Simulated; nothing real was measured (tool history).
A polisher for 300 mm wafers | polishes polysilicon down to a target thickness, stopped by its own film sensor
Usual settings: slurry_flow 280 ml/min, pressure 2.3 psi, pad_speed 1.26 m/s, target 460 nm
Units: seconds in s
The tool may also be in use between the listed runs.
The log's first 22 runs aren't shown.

| run | hour | slurry_flow | pressure | pad_speed | target | wafers since the last listed run | wafers polished on this pad | hours since the slurry nozzle was cleaned | hours since the head pressure was calibrated | incoming thickness of the incoming film, nm | seconds |
|---|---|---|---|---|---|---|---|---|---|---|---|
| 23 | 645.9 | 340 | 2.3 | 1.44 | 460 | 86 | 270 | 113.5 | 462.6 | 977.2 | 65.6 |
| 24 | 674.8 | 280 | 2.3 | 1.26 | 460 | 180 | 450 | 142.4 | 491.5 | 980.5 | 75.4 |
| 25 | 688.5 | 280 | 1.7 | 1.08 | 460 | 85 | 536 | 156.1 | 505.2 | 966.9 | 109 |
| 26 | 707.7 | 280 | 1.6 | 1.7 | 460 | 119 | 655 | 175.3 | 524.4 | 979.9 | 90.2 |
| 27 | 733.6 | 245 | 1.5 | 1.26 | 460 | 161 | 817 | 201.2 | 550.3 | 976.3 | 120.1 |
| 28 | 751.9 | 345 | 2.8 | 1.26 | 460 | 114 | 931 | 219.5 | 568.6 | 971.1 | 61.1 |
| 29 | 786.7 | 350 | 2.3 | 0.94 | 460 | 217 | 1148 | 254.3 | 603.4 | 976.6 | 90.8 |
|  | 815.9 | slurry nozzle cleaned |
|  | 822.9 | worn pad replaced by a new one |
| 30 | 823.4 | 330 | 2.5 | 1.26 | 361 | 197 | 3 | 7.5 | 640.1 | 969.7 | 76.5 |
| 31 | 852.5 | 280 | 2.3 | 1.26 | 460 | 181 | 184 | 36.6 | 669.2 | 971.7 | 73 |
| 32 | 877 | 255 | 1.9 | 1.26 | 355 | 152 | 337 | 61.1 | 693.7 | 977.9 | 109.9 |
| 33 | 894 | 280 | 1.8 | 1.56 | 460 | 106 | 443 | 78.1 | 710.7 | 974.1 | 83.7 |
| 34 | 907.4 | 280 | 3 | 1.38 | 381 | 83 | 527 | 91.5 | 724.1 | 960.5 | 62.1 |
| 35 | 936.2 | 310 | 2.6 | 1.44 | 460 | 179 | 706 | 120.3 | 752.9 | 952 | 59 |
| 36 | 957 | 280 | 2.3 | 1.26 | 460 | 129 | 836 | 141.1 | 773.7 | 984.1 | 77 |

5 ways to go on from here, each from the tool as it stands after run 36. What would each give?
| A | 957.4 | 280 | 2.3 | 1.26 | 460 | 2 | 839 | 141.5 | 774.1 | 964.1 | ? |
| B | 957.4 | 330 | 2.6 | 1.26 | 365 | 2 | 839 | 141.5 | 774.1 | 964.1 | ? |
| C | 957.4 | 240 | 2.3 | 1.64 | 460 | 2 | 839 | 141.5 | 774.1 | 964.1 | ? |
| D | 957.4 | 365 | 2.3 | 1.26 | 546 | 2 | 839 | 141.5 | 774.1 | 964.1 | ? |
| E | 957.4 | 280 | 2.9 | 1.26 | 460 | 2 | 839 | 141.5 | 774.1 | 964.1 | ? |

| run | seconds |
|---|---|
| A | 77.2 |
| B | 79.5 |
| C | 67 |
| D | 62 |
| E | 61.2 |
Without the tool's hidden state the same runs would have given:
| run | seconds |
|---|---|
| A | 70.1 |
| B | 72.6 |
| C | 60.4 |
| D | 56.8 |
| E | 55.6 |
